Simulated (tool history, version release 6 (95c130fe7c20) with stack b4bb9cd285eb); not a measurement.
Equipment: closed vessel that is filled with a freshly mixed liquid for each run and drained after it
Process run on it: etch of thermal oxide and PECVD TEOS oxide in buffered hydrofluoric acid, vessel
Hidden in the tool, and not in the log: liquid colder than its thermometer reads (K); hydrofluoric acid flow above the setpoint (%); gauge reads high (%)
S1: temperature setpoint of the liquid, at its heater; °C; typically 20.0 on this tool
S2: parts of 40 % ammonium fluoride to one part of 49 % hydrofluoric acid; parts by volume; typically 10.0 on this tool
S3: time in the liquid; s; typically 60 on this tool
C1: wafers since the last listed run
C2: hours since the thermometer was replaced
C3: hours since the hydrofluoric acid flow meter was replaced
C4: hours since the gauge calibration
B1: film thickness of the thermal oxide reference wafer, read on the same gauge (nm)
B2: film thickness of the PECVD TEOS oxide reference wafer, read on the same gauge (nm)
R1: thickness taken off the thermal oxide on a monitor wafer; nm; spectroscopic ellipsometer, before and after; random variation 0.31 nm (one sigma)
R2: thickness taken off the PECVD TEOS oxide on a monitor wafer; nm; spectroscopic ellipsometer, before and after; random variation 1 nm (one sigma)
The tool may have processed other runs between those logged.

run,hour,S1,S2,S3,C1,C2,C3,C4,B1,B2,R1,R2
1,0.0,20.0,11.5,85,0,473.0,2119.1,206.9,59.95,30.00,62.10,138.22
2,12.4,20.0,11.5,85,1290,485.4,2131.5,219.3,59.99,30.01,62.10,137.53
3,21.6,20.0,11.5,85,957,494.6,2140.7,228.5,60.00,30.02,62.16,140.13
4,43.0,20.0,10.0,60,2227,516.0,2162.1,249.9,60.02,29.98,50.55,112.77
5,57.5,20.0,11.0,65,1508,530.5,2176.6,264.4,60.03,29.99,49.38,111.32
6,63.8,20.0,10.0,60,655,536.8,2182.9,270.7,59.98,29.98,50.15,110.24
7,81.3,20.0,10.0,60,1821,554.3,2200.4,288.2,59.98,30.01,50.24,112.02
8,113.5,24.0,10.0,60,3351,586.5,2232.6,320.4,60.00,30.00,62.38,138.40
# hour 122.2: gauge calibrated
9,123.5,24.0,10.0,60,1040,596.5,2242.6,1.3,60.06,29.98,62.26,138.24
10,135.9,20.0,10.0,60,1290,608.9,2255.0,13.7,60.01,30.00,50.04,110.21
11,153.0,20.0,10.0,60,1779,626.0,2272.1,30.8,60.03,29.99,50.12,109.93
12,166.8,20.0,10.0,60,1436,639.8,2285.9,44.6,60.02,30.00,49.47,109.73
13,181.8,17.0,6.5,50,1561,654.8,2300.9,59.6,60.00,29.99,51.77,114.40
14,188.8,22.5,10.0,60,728,661.8,2307.9,66.6,60.01,30.00,57.09,125.47
# hour 190.3: hydrofluoric acid flow meter replaced
# hour 195.3: thermometer replaced
15,203.5,17.0,11.0,30,1321,8.2,13.2,81.3,59.99,30.01,17.59,38.69
16,212.9,17.0,10.0,30,978,17.6,22.6,90.7,59.99,29.99,19.12,42.47
17,228.1,17.0,13.0,75,1581,32.8,37.8,105.9,60.01,30.03,37.28,81.25
18,241.5,20.0,10.0,60,1394,46.2,51.2,119.3,60.03,30.00,45.93,101.45
19,250.8,20.0,10.0,60,967,55.5,60.5,128.6,60.00,29.98,45.40,101.80
# hour 269.1: thermometer replaced, repeated, since the last time left the tool worse
20,269.6,23.5,6.5,60,1852,0.5,79.3,147.4,60.00,29.99,97.45,215.50
21,285.2,21.5,7.0,75,1623,16.1,94.9,163.0,60.01,30.00,102.81,226.80
22,297.8,20.0,11.5,85,1311,28.7,107.5,175.6,59.98,30.02,66.42,147.61
23,310.8,20.0,10.0,60,1352,41.7,120.5,188.6,60.01,30.01,53.80,118.21
24,328.6,20.0,12.5,60,1852,59.5,138.3,206.4,59.99,30.00,42.83,93.85

Below are 5 alternative next runs, each starting from the tool's condition after run 24. Predict each:
A,329.3,17.0,10.0,60,72,60.2,139.0,207.1,?,?,?,?
B,329.3,18.0,8.5,75,72,60.2,139.0,207.1,?,?,?,?
C,329.3,17.5,13.5,60,72,60.2,139.0,207.1,?,?,?,?
D,329.3,17.0,6.0,60,72,60.2,139.0,207.1,?,?,?,?
E,329.3,20.0,9.0,60,72,60.2,139.0,207.1,?,?,?,?

run,B1,B2,R1,R2
A,60.00,30.03,45.21,99.87
B,60.00,30.03,68.03,150.28
C,60.00,30.03,34.69,76.63
D,60.00,30.03,72.52,160.20
E,60.00,30.03,57.25,126.48
Without the tool's hidden state the same runs would have given:
run,R1,R2
A,45.78,101.13
B,68.88,152.17
C,35.12,77.60
D,73.43,162.23
E,57.96,128.05

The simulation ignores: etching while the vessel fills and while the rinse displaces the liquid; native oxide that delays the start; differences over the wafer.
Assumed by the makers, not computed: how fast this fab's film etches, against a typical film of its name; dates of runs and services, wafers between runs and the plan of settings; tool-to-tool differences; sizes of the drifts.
